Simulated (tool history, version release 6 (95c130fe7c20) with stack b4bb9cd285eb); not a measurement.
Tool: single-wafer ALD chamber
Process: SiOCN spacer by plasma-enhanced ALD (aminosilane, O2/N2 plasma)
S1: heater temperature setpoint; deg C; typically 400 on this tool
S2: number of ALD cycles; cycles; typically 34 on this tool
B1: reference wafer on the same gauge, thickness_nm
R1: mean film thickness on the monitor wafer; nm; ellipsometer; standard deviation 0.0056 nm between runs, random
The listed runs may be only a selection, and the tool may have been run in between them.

run   hour   S1  S2     B1     R1
  1    0.0  400  34  1.890  2.239
  2    8.6  400  34  1.889  2.242
  3   26.6  400  34  1.891  2.255
  4   43.6  400  34  1.891  2.252
  5   50.9  400  34  1.890  2.236
  6   58.8  400  34  1.890  2.257
  7   66.8  400  34  1.888  2.236
  8   81.1  400  34  1.891  2.240
  9  134.0  400  34  1.889  2.241
 10  148.3  400  34  1.890  2.247
 11  154.5  393  37  1.892  2.444
 12  169.7  400  34  1.889  2.258
 13  180.2  400  34  1.889  2.250
 14  190.2  400  34  1.891  2.234
 15  205.4  412  34  1.890  2.173
 16  221.6  406  28  1.889  1.817
 17  230.0  408  31  1.890  2.006
 18  237.3  400  34  1.890  2.248
 19  248.2  391  39  1.889  2.583
 20  258.0  393  37  1.890  2.452
 21  266.9  400  34  1.891  2.241
 22  278.3  391  31  1.889  2.055
 23  287.0  407  31  1.888  2.013
 24  303.7  400  34  1.889  2.252
 25  311.6  400  30  1.891  1.988
 26  320.8  385  29  1.891  1.915
 27  334.5  400  34  1.890  2.256
 28  348.9  411  39  1.890  2.505
 29  364.6  396  31  1.890  2.043

Not shown: 3 entries that the log had between the listed runs. Between which runs, and how does the tool's hidden state differ before and after?
In the gap between runs 7 and 8: gauge calibrated (hour 72.9)
  no difference in the tool's unlogged condition between these two runs
In the gap between runs 8 and 9: thermocouple changed; heater temperature recalibrated (hour 133.5)
  no difference in the tool's unlogged condition between these two runs
In the gap between runs 21 and 22: gauge calibrated (hour 275.6)
  no difference in the tool's unlogged condition between these two runs
